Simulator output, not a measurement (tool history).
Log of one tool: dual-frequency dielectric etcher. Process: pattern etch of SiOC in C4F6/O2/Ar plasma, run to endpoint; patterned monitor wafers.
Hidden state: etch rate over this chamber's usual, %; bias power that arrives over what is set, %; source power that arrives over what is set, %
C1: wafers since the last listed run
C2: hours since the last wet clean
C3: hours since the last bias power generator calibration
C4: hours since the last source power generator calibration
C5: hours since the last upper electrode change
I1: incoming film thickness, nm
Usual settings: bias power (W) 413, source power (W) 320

Run 1, hour 0.0: usual settings but bias power (W) 451; C1 0; C2 135.4; C3 4439.2; C4 1635.7; C5 4853.5; I1 26.89. Result: endpoint time (s) 9.6.
Run 2, hour 14.5: usual settings but bias power (W) 468; C1 255; C2 149.9; C3 4453.7; C4 1650.2; C5 4868.0; I1 26.83. Result: endpoint time (s) 9.5.
Run 3, hour 30.7: usual settings but bias power (W) 468; C1 285; C2 166.1; C3 4469.9; C4 1666.4; C5 4884.2; I1 27.02. Result: endpoint time (s) 9.6.
Run 4, hour 68.3: usual settings; C1 661; C2 203.7; C3 4507.5; C4 1704.0; C5 4921.8; I1 27.01. Result: endpoint time (s) 10.0.
Run 5, hour 75.2: usual settings; C1 121; C2 210.6; C3 4514.4; C4 1710.9; C5 4928.7; I1 27.13. Result: endpoint time (s) 10.0.
Run 6, hour 87.1: usual settings; C1 209; C2 222.5; C3 4526.3; C4 1722.8; C5 4940.6; I1 26.69. Result: endpoint time (s) 9.9.
Run 7, hour 140.4: usual settings; C1 937; C2 275.8; C3 4579.6; C4 1776.1; C5 4993.9; I1 27.12. Result: endpoint time (s) 9.9.
At hour 164.9: upper electrode replaced.
Run 8, hour 165.4: usual settings; C1 17; C2 300.8; C3 4604.6; C4 1801.1; C5 0.5; I1 26.95. Result: endpoint time (s) 9.9.
Run 9, hour 165.7: usual settings; C1 5; C2 301.1; C3 4604.9; C4 1801.4; C5 0.8; I1 26.85. Result: endpoint time (s) 9.8.
At hour 172.3: source power generator calibrated.
Run 10, hour 174.9: usual settings; C1 91; C2 310.3; C3 4614.1; C4 2.6; C5 10.0; I1 27.09. Result: endpoint time (s) 9.8.
Run 11, hour 184.7: usual settings; C1 172; C2 320.1; C3 4623.9; C4 12.4; C5 19.8; I1 27.03. Result: endpoint time (s) 9.9.
Run 12, hour 195.3: usual settings; C1 186; C2 330.7; C3 4634.5; C4 23.0; C5 30.4; I1 27.03. Result: endpoint time (s) 9.9.
Run 13, hour 203.9: usual settings but bias power (W) 345, source power (W) 380; C1 151; C2 339.3; C3 4643.1; C4 31.6; C5 39.0; I1 27.10. Result: endpoint time (s) 10.0.
At hour 237.1: wet clean of the chamber.
Run 14, hour 237.6: usual settings but bias power (W) 345, source power (W) 380; C1 170; C2 0.5; C3 4676.8; C4 65.3; C5 72.7; I1 26.60. Result: endpoint time (s) 10.0.
Run 15, hour 237.9: usual settings; C1 5; C2 0.8; C3 4677.1; C4 65.6; C5 73.0; I1 26.96. Result: endpoint time (s) 10.2.
At hour 243.0: bias power generator calibrated.
Run 16, hour 251.8: usual settings; C1 174; C2 14.7; C3 8.8; C4 79.5; C5 86.9; I1 26.76. Result: endpoint time (s) 10.1.
Run 17, hour 264.3: usual settings; C1 219; C2 27.2; C3 21.3; C4 92.0; C5 99.4; I1 26.58. Result: endpoint time (s) 9.9.
Run 18, hour 277.7: usual settings but bias power (W) 460, source power (W) 360; C1 235; C2 40.6; C3 34.7; C4 105.4; C5 112.8; I1 26.99. Result: endpoint time (s) 9.4.
Run 19, hour 295.4: usual settings but bias power (W) 487, source power (W) 360; C1 311; C2 58.3; C3 52.4; C4 123.1; C5 130.5; I1 26.95. Result: endpoint time (s) 9.1.
Run 20, hour 306.4: usual settings but bias power (W) 360, source power (W) 270; C1 193; C2 69.3; C3 63.4; C4 134.1; C5 141.5; I1 26.94. Result: endpoint time (s) 11.2.
Run 21, hour 315.9: usual settings but bias power (W) 329, source power (W) 360; C1 167; C2 78.8; C3 72.9; C4 143.6; C5 151.0; I1 26.72. Result: endpoint time (s) 10.5.
Run 22, hour 326.5: usual settings but bias power (W) 504; C1 186; C2 89.4; C3 83.5; C4 154.2; C5 161.6; I1 26.76. Result: endpoint time (s) 9.2.
Run 23, hour 342.7: usual settings but source power (W) 240; C1 285; C2 105.6; C3 99.7; C4 170.4; C5 177.8; I1 27.09. Result: endpoint time (s) 11.0.
Run 24, hour 348.8: usual settings but bias power (W) 373, source power (W) 270; C1 107; C2 111.7; C3 105.8; C4 176.5; C5 183.9; I1 27.24. Result: endpoint time (s) 11.2.
Run 25, hour 364.4: usual settings but bias power (W) 333, source power (W) 260; C1 274; C2 127.3; C3 121.4; C4 192.1; C5 199.5; I1 27.17. Result: endpoint time (s) 11.7.
Run 26, hour 372.7: usual settings; C1 146; C2 135.6; C3 129.7; C4 200.4; C5 207.8; I1 26.90. Result: endpoint time (s) 10.1.
Run 27, hour 385.6: usual settings; C1 226; C2 148.5; C3 142.6; C4 213.3; C5 220.7; I1 26.91. Result: endpoint time (s) 10.0.
Run 28, hour 400.7: usual settings; C1 265; C2 163.6; C3 157.7; C4 228.4; C5 235.8; I1 26.80. Result: endpoint time (s) 10.0.
Run 29, hour 411.9: usual settings; C1 197; C2 174.8; C3 168.9; C4 239.6; C5 247.0; I1 27.01. Result: endpoint time (s) 10.1.
Run 30, hour 427.1: usual settings but bias power (W) 514, source power (W) 290; C1 267; C2 190.0; C3 184.1; C4 254.8; C5 262.2; I1 26.80. Result: endpoint time (s) 9.4.
Run 31, hour 443.0: usual settings but bias power (W) 345, source power (W) 380; C1 279; C2 205.9; C3 200.0; C4 270.7; C5 278.1; I1 27.25. Result: endpoint time (s) 10.1.
Run 32, hour 460.9: usual settings but bias power (W) 504; C1 314; C2 223.8; C3 217.9; C4 288.6; C5 296.0; I1 26.82. Result: endpoint time (s) 9.2.
Run 33, hour 470.9: usual settings but source power (W) 350; C1 175; C2 233.8; C3 227.9; C4 298.6; C5 306.0; I1 26.92. Result: endpoint time (s) 9.6.
Run 34, hour 477.4: usual settings but bias power (W) 515, source power (W) 360; C1 114; C2 240.3; C3 234.4; C4 305.1; C5 312.5; I1 26.80. Result: endpoint time (s) 8.8.

The next listed run, before its measurement:
Run 35, hour 490.2: usual settings but bias power (W) 345, source power (W) 380; C1 225; C2 253.1; C3 247.2; C4 317.9; C5 325.3; I1 27.14. Result: endpoint time (s) ?.

Run 35 gave endpoint time (s) 10.0.
Without the tool's hidden state the same run would have given endpoint time (s) 10.2.

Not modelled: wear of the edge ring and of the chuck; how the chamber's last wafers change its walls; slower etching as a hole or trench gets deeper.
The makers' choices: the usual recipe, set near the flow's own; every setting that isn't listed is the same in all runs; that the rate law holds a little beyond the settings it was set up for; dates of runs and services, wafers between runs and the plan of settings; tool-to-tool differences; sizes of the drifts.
